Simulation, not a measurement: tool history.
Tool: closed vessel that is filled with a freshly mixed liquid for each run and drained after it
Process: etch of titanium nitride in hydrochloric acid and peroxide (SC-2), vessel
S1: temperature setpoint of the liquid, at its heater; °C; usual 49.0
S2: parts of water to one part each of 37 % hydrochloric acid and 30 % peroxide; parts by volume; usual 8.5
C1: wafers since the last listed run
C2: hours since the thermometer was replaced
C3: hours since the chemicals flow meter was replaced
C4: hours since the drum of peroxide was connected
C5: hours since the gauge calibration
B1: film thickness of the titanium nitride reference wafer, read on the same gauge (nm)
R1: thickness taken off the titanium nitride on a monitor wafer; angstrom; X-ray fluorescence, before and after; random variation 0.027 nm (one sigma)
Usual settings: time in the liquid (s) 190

Run 1, hour 0.0: usual settings; C1 0; C2 518.5; C3 451.3; C4 818.0; C5 1274.5; B1 133.48. Result: R1 91.9 angstrom.
At hour 35.2: chemicals flow meter replaced.
At hour 57.4: new drum of peroxide connected.
Run 2, hour 228.6: usual settings; C1 15168; C2 747.1; C3 193.4; C4 171.2; C5 1503.1; B1 134.03. Result: R1 92.2 angstrom.
Run 3, hour 277.4: usual settings but time in the liquid (s) 125; C1 3266; C2 795.9; C3 242.2; C4 220.0; C5 1551.9; B1 134.16. Result: R1 60.8 angstrom.
At hour 446.4: gauge calibrated.
At hour 522.0: chemicals flow meter replaced.
Run 4, hour 561.4: usual settings but time in the liquid (s) 125; C1 18943; C2 1079.9; C3 39.4; C4 504.0; C5 115.0; B1 130.65. Result: R1 59.2 angstrom.
Run 5, hour 646.3: usual settings but S1 52.0 °C, S2 10.0 parts by volume; C1 5683; C2 1164.8; C3 124.3; C4 588.9; C5 199.9; B1 130.85. Result: R1 96.2 angstrom.
Run 6, hour 733.6: usual settings but S1 52.0 °C, S2 10.0 parts by volume; C1 5843; C2 1252.1; C3 211.6; C4 676.2; C5 287.2; B1 131.03. Result: R1 95.7 angstrom.
Run 7, hour 781.2: usual settings but S1 44.0 °C, time in the liquid (s) 100; C1 3186; C2 1299.7; C3 259.2; C4 723.8; C5 334.8; B1 131.19. Result: R1 33.8 angstrom.
Run 8, hour 867.2: usual settings but S1 44.0 °C, time in the liquid (s) 100; C1 5756; C2 1385.7; C3 345.2; C4 809.8; C5 420.8; B1 131.37. Result: R1 33.8 angstrom.
At hour 906.1: chemicals flow meter replaced.
Run 9, hour 926.1: usual settings but S1 44.0 °C, time in the liquid (s) 100; C1 3875; C2 1444.6; C3 20.0; C4 868.7; C5 479.7; B1 131.51. Result: R1 34.0 angstrom.
At hour 937.6: thermometer replaced.
At hour 946.0: new drum of peroxide connected.
Run 10, hour 967.3: usual settings but S1 43.0 °C, S2 11.0 parts by volume, time in the liquid (s) 240; C1 2624; C2 29.7; C3 61.2; C4 21.3; C5 520.9; B1 131.62. Result: R1 61.3 angstrom.
Run 11, hour 1003.9: usual settings; C1 2449; C2 66.3; C3 97.8; C4 57.9; C5 557.5; B1 131.72. Result: R1 90.2 angstrom.
Run 12, hour 1052.1: usual settings but S1 54.5 °C, S2 5.5 parts by volume, time in the liquid (s) 115; C1 3226; C2 114.5; C3 146.0; C4 106.1; C5 605.7; B1 131.82. Result: R1 110.2 angstrom.
Run 13, hour 1108.0: usual settings but time in the liquid (s) 285; C1 3741; C2 170.4; C3 201.9; C4 162.0; C5 661.6; B1 131.98. Result: R1 136.3 angstrom.
Run 14, hour 1212.3: usual settings but S1 52.0 °C, S2 5.5 parts by volume, time in the liquid (s) 135; C1 6981; C2 274.7; C3 306.2; C4 266.3; C5 765.9; B1 132.25. Result: R1 110.5 angstrom.
Run 15, hour 1277.2: usual settings but S2 5.5 parts by volume, time in the liquid (s) 300; C1 4344; C2 339.6; C3 371.1; C4 331.2; C5 830.8; B1 132.36. Result: R1 201.2 angstrom.
At hour 1308.8: chemicals flow meter replaced.
Run 16, hour 1340.4: usual settings but S1 41.0 °C, S2 6.5 parts by volume, time in the liquid (s) 270; C1 4163; C2 402.8; C3 31.6; C4 394.4; C5 894.0; B1 132.55. Result: R1 92.7 angstrom.
Run 17, hour 1390.4: usual settings but S1 43.5 °C, S2 10.0 parts by volume, time in the liquid (s) 115; C1 3346; C2 452.8; C3 81.6; C4 444.4; C5 944.0; B1 132.66. Result: R1 33.3 angstrom.
Run 18, hour 1461.1: usual settings but S1 40.5 °C, S2 9.5 parts by volume, time in the liquid (s) 155; C1 4732; C2 523.5; C3 152.3; C4 515.1; C5 1014.7; B1 132.84. Result: R1 37.9 angstrom.

5 ways to go on from here, each from the tool as it stands after run 18. What would each give?
Run A, hour 1461.8: usual settings but S2 10.5 parts by volume; C1 46; C2 524.2; C3 153.0; C4 515.8; C5 1015.4; B1 ?. Result: R1 ?.
Run B, hour 1461.8: usual settings but time in the liquid (s) 250; C1 46; C2 524.2; C3 153.0; C4 515.8; C5 1015.4; B1 ?. Result: R1 ?.
Run C, hour 1461.8: usual settings but S1 43.5 °C, S2 5.0 parts by volume, time in the liquid (s) 235; C1 46; C2 524.2; C3 153.0; C4 515.8; C5 1015.4; B1 ?. Result: R1 ?.
Run D, hour 1461.8: usual settings but S2 6.0 parts by volume, time in the liquid (s) 115; C1 46; C2 524.2; C3 153.0; C4 515.8; C5 1015.4; B1 ?. Result: R1 ?.
Run E, hour 1461.8: usual settings but S1 44.0 °C, S2 5.0 parts by volume; C1 46; C2 524.2; C3 153.0; C4 515.8; C5 1015.4; B1 ?. Result: R1 ?.

run      B1     R1
  A  132.81   76.6
  B  132.81  120.0
  C  132.81  116.2
  D  132.81   72.5
  E  132.81   97.3
Without the tool's hidden state the same runs would have given:
run     R1
  A   75.0
  B  117.5
  C  113.8
  D   70.9
  E   95.2

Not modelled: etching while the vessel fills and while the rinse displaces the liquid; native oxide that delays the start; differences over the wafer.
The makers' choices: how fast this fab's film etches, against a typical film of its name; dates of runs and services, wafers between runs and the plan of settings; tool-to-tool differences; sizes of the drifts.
